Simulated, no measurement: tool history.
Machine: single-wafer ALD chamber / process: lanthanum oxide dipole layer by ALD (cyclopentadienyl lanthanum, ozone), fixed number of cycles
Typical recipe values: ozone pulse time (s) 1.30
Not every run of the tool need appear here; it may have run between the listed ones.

run,hour,ozone pulse time (s),wafers since the last listed run,hours since the last thermocouple change,hours since the last ozone generator service,hours since the showerhead was replaced,hours since the gauge calibration,"read-back reference wafer on the same gauge, thickness_nm",mean film thickness on the monitor wafer (nm)
1,0.0,1.30,0,589.4,360.6,5436.9,1407.8,0.397,0.488
2,15.2,1.30,219,604.6,375.8,5452.1,1423.0,0.397,0.491
3,36.4,1.30,306,625.8,397.0,5473.3,1444.2,0.397,0.495
4,69.3,1.30,475,658.7,429.9,5506.2,1477.1,0.397,0.492
5,101.7,1.54,468,691.1,462.3,5538.6,1509.5,0.397,0.509
6,131.9,1.54,436,721.3,492.5,5568.8,1539.7,0.396,0.512
7,164.4,1.54,469,753.8,525.0,5601.3,1572.2,0.398,0.510
# hour 169.5: gauge calibrated
8,187.1,0.99,328,776.5,547.7,5624.0,17.6,0.397,0.446
# hour 221.7: thermocouple changed; heater temperature recalibrated
9,222.2,0.99,391,0.5,582.8,5659.1,52.7,0.397,0.446
10,239.7,1.30,252,18.0,600.3,5676.6,70.2,0.397,0.492
11,283.1,1.30,627,61.4,643.7,5720.0,113.6,0.397,0.491
12,314.0,1.57,446,92.3,674.6,5750.9,144.5,0.397,0.511
13,343.3,1.53,423,121.6,703.9,5780.2,173.8,0.397,0.511
14,378.8,1.48,513,157.1,739.4,5815.7,209.3,0.397,0.510
15,391.5,1.65,183,169.8,752.1,5828.4,222.0,0.398,0.516
# hour 418.0: showerhead replaced
16,418.5,1.75,274,196.8,779.1,0.5,249.0,0.398,0.519
17,435.0,1.51,238,213.3,795.6,17.0,265.5,0.397,0.506
18,447.8,1.07,184,226.1,808.4,29.8,278.3,0.397,0.466
19,477.8,1.08,433,256.1,838.4,59.8,308.3,0.397,0.460

Estimate the outcome of run 20 from the log above:
20,508.9,1.72,449,287.2,869.5,90.9,339.4,?,?

Run 20 came out at read-back reference wafer on the same gauge, thickness_nm 0.397, mean film thickness on the monitor wafer (nm) 0.518.
Take away the tool's hidden state, keep the run-to-run variation as it was, and the same run would have given mean film thickness on the monitor wafer (nm) 0.518.
